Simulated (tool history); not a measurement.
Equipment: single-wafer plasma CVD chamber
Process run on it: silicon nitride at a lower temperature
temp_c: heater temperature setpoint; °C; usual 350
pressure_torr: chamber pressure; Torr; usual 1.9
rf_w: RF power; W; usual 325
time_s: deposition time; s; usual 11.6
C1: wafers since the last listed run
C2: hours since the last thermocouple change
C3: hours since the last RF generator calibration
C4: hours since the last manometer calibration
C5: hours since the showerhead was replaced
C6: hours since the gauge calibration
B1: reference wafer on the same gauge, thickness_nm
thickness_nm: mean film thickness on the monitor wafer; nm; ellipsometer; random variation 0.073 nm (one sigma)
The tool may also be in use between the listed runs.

{"run": 1, "hour": 0.0, "temp_c": 350, "pressure_torr": 1.67, "rf_w": 325, "time_s": 11.6, "C1": 0, "C2": 1039.9, "C3": 984.1, "C4": 721.1, "C5": 2420.7, "C6": 211.9, "B1": 13.419, "thickness_nm": 13.003}
{"run": 2, "hour": 38.0, "temp_c": 350, "pressure_torr": 1.67, "rf_w": 325, "time_s": 11.6, "C1": 850, "C2": 1077.9, "C3": 1022.1, "C4": 759.1, "C5": 2458.7, "C6": 249.9, "B1": 13.403, "thickness_nm": 13.004}
{"run": 3, "hour": 81.6, "temp_c": 350, "pressure_torr": 1.67, "rf_w": 325, "time_s": 11.6, "C1": 976, "C2": 1121.5, "C3": 1065.7, "C4": 802.7, "C5": 2502.3, "C6": 293.5, "B1": 13.422, "thickness_nm": 13.073}
{"run": 4, "hour": 136.3, "temp_c": 359, "pressure_torr": 1.69, "rf_w": 325, "time_s": 11.6, "C1": 1224, "C2": 1176.2, "C3": 1120.4, "C4": 857.4, "C5": 2557, "C6": 348.2, "B1": 13.438, "thickness_nm": 13.044}
{"run": 5, "hour": 203.0, "temp_c": 359, "pressure_torr": 1.69, "rf_w": 325, "time_s": 11.6, "C1": 1493, "C2": 1242.9, "C3": 1187.1, "C4": 924.1, "C5": 2623.7, "C6": 414.9, "B1": 13.417, "thickness_nm": 13.044}
{"run": 6, "hour": 270.3, "temp_c": 359, "pressure_torr": 1.69, "rf_w": 325, "time_s": 11.6, "C1": 1506, "C2": 1310.2, "C3": 1254.4, "C4": 991.4, "C5": 2691, "C6": 482.2, "B1": 13.387, "thickness_nm": 13.145}
{"hour": 282.9, "done": "capacitance manometer re-zeroed and calibrated"}
{"run": 7, "hour": 319.9, "temp_c": 338, "pressure_torr": 1.58, "rf_w": 325, "time_s": 11.6, "C1": 931, "C2": 1359.8, "C3": 1304, "C4": 37, "C5": 2740.6, "C6": 531.8, "B1": 13.409, "thickness_nm": 12.876}
{"hour": 366.1, "done": "RF generator calibrated"}
{"run": 8, "hour": 368.8, "temp_c": 338, "pressure_torr": 1.58, "rf_w": 325, "time_s": 11.6, "C1": 915, "C2": 1408.7, "C3": 2.7, "C4": 85.9, "C5": 2789.5, "C6": 580.7, "B1": 13.366, "thickness_nm": 12.89}
{"run": 9, "hour": 427.0, "temp_c": 361, "pressure_torr": 1.73, "rf_w": 305, "time_s": 11.6, "C1": 1302, "C2": 1466.9, "C3": 60.9, "C4": 144.1, "C5": 2847.7, "C6": 638.9, "B1": 13.393, "thickness_nm": 12.523}
{"run": 10, "hour": 482.2, "temp_c": 357, "pressure_torr": 1.77, "rf_w": 365, "time_s": 11.6, "C1": 1235, "C2": 1522.1, "C3": 116.1, "C4": 199.3, "C5": 2902.9, "C6": 694.1, "B1": 13.39, "thickness_nm": 14.259}
{"hour": 528.4, "done": "thermocouple changed; heater temperature recalibrated"}
{"run": 11, "hour": 528.9, "temp_c": 360, "pressure_torr": 1.65, "rf_w": 325, "time_s": 12.7, "C1": 866, "C2": 0.5, "C3": 162.8, "C4": 246, "C5": 2949.6, "C6": 740.8, "B1": 13.417, "thickness_nm": 14.303}
{"run": 12, "hour": 571.5, "temp_c": 350, "pressure_torr": 1.9, "rf_w": 325, "time_s": 11.6, "C1": 953, "C2": 43.1, "C3": 205.4, "C4": 288.6, "C5": 2992.2, "C6": 783.4, "B1": 13.387, "thickness_nm": 13.481}
{"hour": 578.9, "done": "gauge calibrated"}
{"hour": 591.7, "done": "showerhead replaced"}
{"run": 13, "hour": 616.5, "temp_c": 338, "pressure_torr": 2.12, "rf_w": 300, "time_s": 12.3, "C1": 828, "C2": 88.1, "C3": 250.4, "C4": 333.6, "C5": 24.8, "C6": 37.6, "B1": 13.418, "thickness_nm": 13.959}
{"run": 14, "hour": 650.9, "temp_c": 350, "pressure_torr": 1.9, "rf_w": 325, "time_s": 10.1, "C1": 770, "C2": 122.5, "C3": 284.8, "C4": 368, "C5": 59.2, "C6": 72, "B1": 13.38, "thickness_nm": 11.737}
{"run": 15, "hour": 700.9, "temp_c": 350, "pressure_torr": 1.9, "rf_w": 325, "time_s": 11.6, "C1": 1119, "C2": 172.5, "C3": 334.8, "C4": 418, "C5": 109.2, "C6": 122, "B1": 13.404, "thickness_nm": 13.501}
{"run": 16, "hour": 838.3, "temp_c": 350, "pressure_torr": 1.9, "rf_w": 325, "time_s": 11.6, "C1": 3075, "C2": 309.9, "C3": 472.2, "C4": 555.4, "C5": 246.6, "C6": 259.4, "B1": 13.383, "thickness_nm": 13.503}

Below are 4 alternative next runs, each starting from the tool's condition after run 16. Predict each:
{"run": "A", "hour": 838.7, "temp_c": 344, "pressure_torr": 1.9, "rf_w": 325, "time_s": 11.6, "C1": 8, "C2": 310.3, "C3": 472.6, "C4": 555.8, "C5": 247, "C6": 259.8, "B1": "?", "thickness_nm": "?"}
{"run": "B", "hour": 838.7, "temp_c": 363, "pressure_torr": 2.3, "rf_w": 325, "time_s": 12.6, "C1": 8, "C2": 310.3, "C3": 472.6, "C4": 555.8, "C5": 247, "C6": 259.8, "B1": "?", "thickness_nm": "?"}
{"run": "C", "hour": 838.7, "temp_c": 343, "pressure_torr": 1.9, "rf_w": 325, "time_s": 12.9, "C1": 8, "C2": 310.3, "C3": 472.6, "C4": 555.8, "C5": 247, "C6": 259.8, "B1": "?", "thickness_nm": "?"}
{"run": "D", "hour": 838.7, "temp_c": 350, "pressure_torr": 1.56, "rf_w": 345, "time_s": 9.5, "C1": 8, "C2": 310.3, "C3": 472.6, "C4": 555.8, "C5": 247, "C6": 259.8, "B1": "?", "thickness_nm": "?"}

run=A B1=13.379 thickness_nm=13.577
run=B B1=13.379 thickness_nm=15.347
run=C B1=13.379 thickness_nm=15.103
run=D B1=13.379 thickness_nm=10.995
With no hidden state in the tool, these same runs would have given:
run=A thickness_nm=13.577
run=B thickness_nm=15.347
run=C thickness_nm=15.103
run=D thickness_nm=10.995

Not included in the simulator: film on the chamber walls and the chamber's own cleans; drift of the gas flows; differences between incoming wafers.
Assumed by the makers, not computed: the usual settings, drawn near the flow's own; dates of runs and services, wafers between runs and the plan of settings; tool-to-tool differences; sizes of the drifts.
